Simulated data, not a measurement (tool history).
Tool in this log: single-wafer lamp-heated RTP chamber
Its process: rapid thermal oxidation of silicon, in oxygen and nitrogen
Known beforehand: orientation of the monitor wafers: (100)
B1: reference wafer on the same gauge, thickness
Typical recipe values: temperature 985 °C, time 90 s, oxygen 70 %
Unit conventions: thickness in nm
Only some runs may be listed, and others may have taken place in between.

run 1 day=0 | temperature=985 time=90 oxygen=90 | B1=5.767 | thickness=6.777
run 2 day=0.683 | temperature=985 time=90 oxygen=70 | B1=5.754 | thickness=6.295
run 3 day=1.229 | temperature=985 time=90 oxygen=70 | B1=5.76 | thickness=6.254
-- day=1.371 gauge calibrated
run 4 day=5.533 | temperature=985 time=90 oxygen=70 | B1=5.774 | thickness=6.272
run 5 day=6.646 | temperature=966 time=90 oxygen=70 | B1=5.765 | thickness=5.507
run 6 day=7.829 | temperature=966 time=90 oxygen=70 | B1=5.751 | thickness=5.475
run 7 day=8.342 | temperature=985 time=90 oxygen=70 | B1=5.75 | thickness=6.334
run 8 day=9.354 | temperature=985 time=90 oxygen=70 | B1=5.76 | thickness=6.32
run 9 day=10.192 | temperature=985 time=90 oxygen=70 | B1=5.755 | thickness=6.266
run 10 day=10.9 | temperature=985 time=90 oxygen=70 | B1=5.752 | thickness=6.308
run 11 day=11.779 | temperature=997 time=115 oxygen=70 | B1=5.762 | thickness=7.648
run 12 day=13.138 | temperature=985 time=90 oxygen=49 | B1=5.757 | thickness=5.592
run 13 day=13.7 | temperature=985 time=90 oxygen=49 | B1=5.763 | thickness=5.649
run 14 day=14.596 | temperature=985 time=90 oxygen=49 | B1=5.763 | thickness=5.585
run 15 day=16.05 | temperature=985 time=90 oxygen=70 | B1=5.757 | thickness=6.367
run 16 day=17.204 | temperature=985 time=90 oxygen=70 | B1=5.762 | thickness=6.353
run 17 day=17.946 | temperature=985 time=90 oxygen=86 | B1=5.756 | thickness=6.864
run 18 day=18.688 | temperature=985 time=90 oxygen=70 | B1=5.765 | thickness=6.341
run 19 day=19.946 | temperature=985 time=90 oxygen=70 | B1=5.749 | thickness=6.347
run 20 day=21.104 | temperature=985 time=90 oxygen=70 | B1=5.752 | thickness=6.376
run 21 day=22.45 | temperature=985 time=90 oxygen=70 | B1=5.757 | thickness=6.354
run 22 day=23.329 | temperature=985 time=90 oxygen=70 | B1=5.756 | thickness=6.334
-- day=26.475 pyrometer window cleaned and pyrometer calibrated
run 23 day=27.021 | temperature=985 time=90 oxygen=54 | B1=5.756 | thickness=5.462
run 24 day=27.95 | temperature=985 time=62 oxygen=51 | B1=5.754 | thickness=4.602
run 25 day=28.712 | temperature=996 time=67 oxygen=94 | B1=5.769 | thickness=6.324
-- day=29.246 gauge calibrated
-- day=31.821 oxygen flow controller replaced
run 26 day=32.704 | temperature=985 time=90 oxygen=70 | B1=5.752 | thickness=6.081
run 27 day=35.654 | temperature=976 time=90 oxygen=82 | B1=5.761 | thickness=6.045
run 28 day=36.642 | temperature=960 time=122 oxygen=58 | B1=5.758 | thickness=5.482
run 29 day=37.929 | temperature=985 time=71 oxygen=96 | B1=5.766 | thickness=6.218
run 30 day=38.842 | temperature=985 time=90 oxygen=70 | B1=5.763 | thickness=6.157
run 31 day=40.146 | temperature=985 time=74 oxygen=70 | B1=5.753 | thickness=5.702
run 32 day=40.746 | temperature=985 time=90 oxygen=70 | B1=5.741 | thickness=6.223
run 33 day=41.808 | temperature=971 time=90 oxygen=70 | B1=5.765 | thickness=5.592
run 34 day=43.279 | temperature=985 time=66 oxygen=70 | B1=5.757 | thickness=5.414
run 35 day=44.554 | temperature=996 time=110 oxygen=80 | B1=5.762 | thickness=7.685
run 36 day=45.7 | temperature=985 time=134 oxygen=88 | B1=5.755 | thickness=8.117

Below are 4 alternative next runs, each starting from the tool's condition after run 36. Predict each:
run A day=45.717 | temperature=985 time=90 oxygen=70 | B1=? | thickness=?
run B day=45.717 | temperature=985 time=102 oxygen=70 | B1=? | thickness=?
run C day=45.717 | temperature=975 time=54 oxygen=61 | B1=? | thickness=?
run D day=45.717 | temperature=1014 time=124 oxygen=92 | B1=? | thickness=?

run=A B1=5.754 thickness=6.239
run=B B1=5.754 thickness=6.596
run=C B1=5.754 thickness=4.461
run=D B1=5.754 thickness=9.833
The same runs, with their run-to-run variation unchanged, on a tool lacking any hidden condition would have given:
run=A thickness=5.891
run=B thickness=6.226
run=C thickness=4.232
run=D thickness=9.29
